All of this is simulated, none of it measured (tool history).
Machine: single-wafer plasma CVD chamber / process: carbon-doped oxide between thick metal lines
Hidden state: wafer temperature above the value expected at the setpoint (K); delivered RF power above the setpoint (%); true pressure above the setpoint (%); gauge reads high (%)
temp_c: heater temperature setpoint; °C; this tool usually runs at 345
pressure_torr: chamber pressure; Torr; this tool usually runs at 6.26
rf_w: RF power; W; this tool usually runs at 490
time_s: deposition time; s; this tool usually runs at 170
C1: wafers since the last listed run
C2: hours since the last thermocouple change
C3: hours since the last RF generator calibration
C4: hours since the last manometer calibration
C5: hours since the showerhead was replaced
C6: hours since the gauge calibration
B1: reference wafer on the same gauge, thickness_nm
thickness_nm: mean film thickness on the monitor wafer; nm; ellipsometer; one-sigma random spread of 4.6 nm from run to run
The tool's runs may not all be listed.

Run 1, hour 0.0: usual settings; C1 0; C2 971.2; C3 1596.5; C4 2712.8; C5 5324.3; C6 397.4; B1 1053.310. Result: thickness_nm 864.144 nm.
Run 2, hour 14.5: usual settings; C1 95; C2 985.7; C3 1611.0; C4 2727.3; C5 5338.8; C6 411.9; B1 1055.819. Result: thickness_nm 867.445 nm.
Run 3, hour 43.4: usual settings but time_s 147 s; C1 190; C2 1014.6; C3 1639.9; C4 2756.2; C5 5367.7; C6 440.8; B1 1054.622. Result: thickness_nm 740.135 nm.
Run 4, hour 63.0: usual settings but time_s 147 s; C1 129; C2 1034.2; C3 1659.5; C4 2775.8; C5 5387.3; C6 460.4; B1 1054.678. Result: thickness_nm 748.884 nm.
Run 5, hour 77.0: usual settings but time_s 147 s; C1 92; C2 1048.2; C3 1673.5; C4 2789.8; C5 5401.3; C6 474.4; B1 1057.157. Result: thickness_nm 745.701 nm.
Run 6, hour 92.4: usual settings but pressure_torr 5.59 Torr, rf_w 435 W; C1 101; C2 1063.6; C3 1688.9; C4 2805.2; C5 5416.7; C6 489.8; B1 1054.855. Result: thickness_nm 730.737 nm.
Run 7, hour 110.9: usual settings but pressure_torr 5.59 Torr, rf_w 435 W; C1 122; C2 1082.1; C3 1707.4; C4 2823.7; C5 5435.2; C6 508.3; B1 1054.313. Result: thickness_nm 728.439 nm.
Run 8, hour 144.0: usual settings but pressure_torr 5.59 Torr, rf_w 435 W; C1 218; C2 1115.2; C3 1740.5; C4 2856.8; C5 5468.3; C6 541.4; B1 1055.593. Result: thickness_nm 724.882 nm.
Run 9, hour 166.4: usual settings; C1 147; C2 1137.6; C3 1762.9; C4 2879.2; C5 5490.7; C6 563.8; B1 1053.770. Result: thickness_nm 858.333 nm.
Run 10, hour 186.1: usual settings; C1 130; C2 1157.3; C3 1782.6; C4 2898.9; C5 5510.4; C6 583.5; B1 1055.987. Result: thickness_nm 850.117 nm.
At hour 205.6: gauge calibrated.
Run 11, hour 219.6: usual settings but temp_c 352 °C; C1 221; C2 1190.8; C3 1816.1; C4 2932.4; C5 5543.9; C6 14.0; B1 1054.819. Result: thickness_nm 836.223 nm.
Run 12, hour 254.4: usual settings; C1 229; C2 1225.6; C3 1850.9; C4 2967.2; C5 5578.7; C6 48.8; B1 1052.766. Result: thickness_nm 852.163 nm.
At hour 313.9: RF generator calibrated.
Run 13, hour 353.0: usual settings; C1 597; C2 1324.2; C3 39.1; C4 3065.8; C5 5677.3; C6 147.4; B1 1054.894. Result: thickness_nm 915.542 nm.
Run 14, hour 367.8: usual settings; C1 97; C2 1339.0; C3 53.9; C4 3080.6; C5 5692.1; C6 162.2; B1 1056.799. Result: thickness_nm 916.259 nm.
Run 15, hour 402.4: usual settings but temp_c 355 °C, pressure_torr 6.72 Torr, rf_w 435 W, time_s 196 s; C1 228; C2 1373.6; C3 88.5; C4 3115.2; C5 5726.7; C6 196.8; B1 1053.781. Result: thickness_nm 903.347 nm.
At hour 423.5: thermocouple changed; heater temperature recalibrated.
Run 16, hour 430.7: usual settings but temp_c 332 °C, pressure_torr 5.80 Torr, time_s 196 s; C1 133; C2 7.2; C3 116.8; C4 3143.5; C5 5755.0; C6 225.1; B1 1055.739. Result: thickness_nm 1073.666 nm.
Run 17, hour 443.6: usual settings but pressure_torr 5.79 Torr, time_s 160 s; C1 85; C2 20.1; C3 129.7; C4 3156.4; C5 5767.9; C6 238.0; B1 1055.369. Result: thickness_nm 846.481 nm.
Run 18, hour 475.3: usual settings but temp_c 353 °C, pressure_torr 4.80 Torr, rf_w 545 W, time_s 180 s; C1 209; C2 51.8; C3 161.4; C4 3188.1; C5 5799.6; C6 269.7; B1 1053.562. Result: thickness_nm 986.743 nm.
At hour 486.3: capacitance manometer re-zeroed and calibrated.
Run 19, hour 502.8: usual settings; C1 128; C2 79.3; C3 188.9; C4 16.5; C5 5827.1; C6 297.2; B1 1053.010. Result: thickness_nm 918.620 nm.
At hour 512.7: showerhead replaced.
Run 20, hour 532.7: usual settings; C1 144; C2 109.2; C3 218.8; C4 46.4; C5 20.0; C6 327.1; B1 1057.189. Result: thickness_nm 906.866 nm.
Run 21, hour 568.0: usual settings but pressure_torr 5.66 Torr; C1 232; C2 144.5; C3 254.1; C4 81.7; C5 55.3; C6 362.4; B1 1053.968. Result: thickness_nm 887.526 nm.
Run 22, hour 581.6: usual settings; C1 89; C2 158.1; C3 267.7; C4 95.3; C5 68.9; C6 376.0; B1 1054.347. Result: thickness_nm 906.997 nm.
Run 23, hour 608.4: usual settings; C1 176; C2 184.9; C3 294.5; C4 122.1; C5 95.7; C6 402.8; B1 1054.918. Result: thickness_nm 905.625 nm.
Run 24, hour 630.1: usual settings but rf_w 435 W, time_s 143 s; C1 143; C2 206.6; C3 316.2; C4 143.8; C5 117.4; C6 424.5; B1 1055.991. Result: thickness_nm 668.786 nm.
Run 25, hour 646.5: usual settings but pressure_torr 7.38 Torr, rf_w 535 W; C1 108; C2 223.0; C3 332.6; C4 160.2; C5 133.8; C6 440.9; B1 1056.639. Result: thickness_nm 1009.664 nm.
Run 26, hour 676.5: usual settings but pressure_torr 7.50 Torr; C1 197; C2 253.0; C3 362.6; C4 190.2; C5 163.8; C6 470.9; B1 1055.187. Result: thickness_nm 926.450 nm.

Subtracting, for every run, the result it would have given without the tool's unlogged condition from the measured result gives the following. The same run-to-run variation enters both numbers; the gauge's scatter may not:
run  thickness_nm
  1       -61.389
  2       -62.286
  3       -54.274
  4       -55.693
  5       -56.009
  6       -62.973
  7       -63.531
  8       -64.572
  9       -68.564
 10       -68.808
 11       -69.192
 12       -72.116
 13        -3.448
 14        -3.974
 15        -5.950
 16        -7.269
 17        -6.155
 18        -7.956
 19        -8.799
 20        -9.747
 21       -10.771
 22       -11.493
 23       -12.433
 24       -11.334
 25       -14.715
 26       -15.219
